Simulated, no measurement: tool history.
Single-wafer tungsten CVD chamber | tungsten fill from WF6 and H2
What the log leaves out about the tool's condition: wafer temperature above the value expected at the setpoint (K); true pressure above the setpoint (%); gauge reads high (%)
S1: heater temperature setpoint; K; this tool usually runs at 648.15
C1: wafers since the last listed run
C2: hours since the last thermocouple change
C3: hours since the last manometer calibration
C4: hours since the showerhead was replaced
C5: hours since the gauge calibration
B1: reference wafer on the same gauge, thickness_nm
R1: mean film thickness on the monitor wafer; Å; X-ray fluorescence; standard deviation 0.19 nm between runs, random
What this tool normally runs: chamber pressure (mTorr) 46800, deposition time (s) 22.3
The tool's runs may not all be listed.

Run 1, hour 0: usual settings but deposition time (s) 24; C1 0; C2 1661.2; C3 696.4; C4 2844.7; C5 489.9; B1 53.589. Result: R1 548.98 Å.
Run 2, hour 83.3: usual settings but deposition time (s) 24; C1 1988; C2 1744.5; C3 779.7; C4 2928; C5 573.2; B1 53.573. Result: R1 550.31 Å.
Run 3, hour 124.9: usual settings; C1 993; C2 1786.1; C3 821.3; C4 2969.6; C5 614.8; B1 53.558. Result: R1 509.43 Å.
Run 4, hour 216.8: usual settings; C1 2194; C2 1878; C3 913.2; C4 3061.5; C5 706.7; B1 53.557. Result: R1 508.3 Å.
Run 5, hour 261.2: usual settings; C1 1060; C2 1922.4; C3 957.6; C4 3105.9; C5 751.1; B1 53.643. Result: R1 509.67 Å.
Run 6, hour 339: usual settings; C1 1857; C2 2000.2; C3 1035.4; C4 3183.7; C5 828.9; B1 53.603. Result: R1 510.69 Å.
At hour 358.1: thermocouple changed; heater temperature recalibrated.
At hour 396.7: showerhead replaced.
Run 7, hour 414.5: usual settings; C1 1420; C2 56.4; C3 1110.9; C4 17.8; C5 904.4; B1 53.614. Result: R1 507.44 Å.
Run 8, hour 456.5: usual settings; C1 1002; C2 98.4; C3 1152.9; C4 59.8; C5 946.4; B1 53.643. Result: R1 507.15 Å.
Run 9, hour 517.5: usual settings but S1 637.15 K, chamber pressure (mTorr) 51900; C1 1456; C2 159.4; C3 1213.9; C4 120.8; C5 1007.4; B1 53.632. Result: R1 433.45 Å.
At hour 599: gauge calibrated.
Run 10, hour 607.9: usual settings; C1 2158; C2 249.8; C3 1304.3; C4 211.2; C5 8.9; B1 53.609. Result: R1 508.13 Å.

Expected results for the next run?
Run 11, hour 667.1: usual settings but chamber pressure (mTorr) 56900, deposition time (s) 20.2; C1 1413; C2 309; C3 1363.5; C4 270.4; C5 68.1; B1 ?. Result: R1 ?.

Run 11 gave B1 53.642, R1 500.48 Å.
If the tool had no hidden condition, the same run with the same run-to-run variation would have returned R1 500.48 Å.

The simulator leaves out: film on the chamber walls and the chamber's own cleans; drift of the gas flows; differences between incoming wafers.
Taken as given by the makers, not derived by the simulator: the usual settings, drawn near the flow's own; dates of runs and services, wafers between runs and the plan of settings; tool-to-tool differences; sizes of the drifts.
